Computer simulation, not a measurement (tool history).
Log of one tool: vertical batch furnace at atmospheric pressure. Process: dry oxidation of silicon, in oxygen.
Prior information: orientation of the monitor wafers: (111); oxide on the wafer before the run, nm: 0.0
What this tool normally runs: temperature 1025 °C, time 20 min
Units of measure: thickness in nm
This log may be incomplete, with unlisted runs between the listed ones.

| run | hour | temperature | time | wafers since the last listed run | hours since the last temperature calibration | hours since the boat lift was adjusted | hours since the gauge calibration | read-back reference wafer on the same gauge, thickness | thickness |
|---|---|---|---|---|---|---|---|---|---|
| 1 | 0 | 1025 | 20 | 0 | 1936 | 4185.3 | 91.1 | 32.4 | 35.97 |
| 2 | 36.4 | 1025 | 20 | 701 | 1972.4 | 4221.7 | 127.5 | 32.4 | 35.98 |
| 3 | 67.4 | 1025 | 20 | 597 | 2003.4 | 4252.7 | 158.5 | 32.39 | 35.97 |
| 4 | 84.4 | 1040 | 20 | 327 | 2020.4 | 4269.7 | 175.5 | 32.41 | 39.53 |
| 5 | 109.5 | 1025 | 20 | 483 | 2045.5 | 4294.8 | 200.6 | 32.4 | 35.92 |
| 6 | 125.3 | 1025 | 20 | 304 | 2061.3 | 4310.6 | 216.4 | 32.4 | 35.93 |
| 7 | 152.4 | 1019 | 20 | 522 | 2088.4 | 4337.7 | 243.5 | 32.41 | 34.55 |
|  | 162.4 | gauge calibrated |
| 8 | 175.7 | 1019 | 20 | 449 | 2111.7 | 4361 | 13.3 | 32.41 | 34.54 |
| 9 | 203.8 | 1040 | 20 | 541 | 2139.8 | 4389.1 | 41.4 | 32.41 | 39.36 |
| 10 | 236.6 | 1025 | 20 | 632 | 2172.6 | 4421.9 | 74.2 | 32.39 | 35.94 |
|  | 265.6 | thermocouples replaced and temperature profile calibrated |
|  | 282.8 | boat lift adjusted |
| 11 | 289 | 1048 | 15.5 | 215 | 23.4 | 6.2 | 126.6 | 32.41 | 34.1 |
| 12 | 301.4 | 1049 | 23.5 | 239 | 35.8 | 18.6 | 139 | 32.39 | 44.88 |
| 13 | 316.5 | 1048 | 20 | 291 | 50.9 | 33.7 | 154.1 | 32.39 | 40.19 |
| 14 | 330.7 | 1025 | 16 | 273 | 65.1 | 47.9 | 168.3 | 32.39 | 30.09 |
| 15 | 349.1 | 1042 | 11 | 354 | 83.5 | 66.3 | 186.7 | 32.41 | 26.32 |
| 16 | 373.4 | 1025 | 20 | 468 | 107.8 | 90.6 | 211 | 32.4 | 34.92 |
| 17 | 399.4 | 1025 | 10.5 | 501 | 133.8 | 116.6 | 237 | 32.4 | 22.92 |

Below are 4 alternative next runs, each starting from the tool's condition after run 17. Predict each:
| A | 403 | 1025 | 20 | 69 | 137.4 | 120.2 | 240.6 | ? | ? |
| B | 403 | 1033 | 20 | 69 | 137.4 | 120.2 | 240.6 | ? | ? |
| C | 403 | 1037 | 13.5 | 69 | 137.4 | 120.2 | 240.6 | ? | ? |
| D | 403 | 1012 | 10 | 69 | 137.4 | 120.2 | 240.6 | ? | ? |

| run | read-back reference wafer on the same gauge, thickness | thickness |
|---|---|---|
| A | 32.4 | 34.91 |
| B | 32.4 | 36.79 |
| C | 32.4 | 29.24 |
| D | 32.4 | 20.13 |
Had the tool no hidden state, the same runs would have come out as:
| run | thickness |
|---|---|
| A | 34.62 |
| B | 36.51 |
| C | 29.02 |
| D | 19.92 |
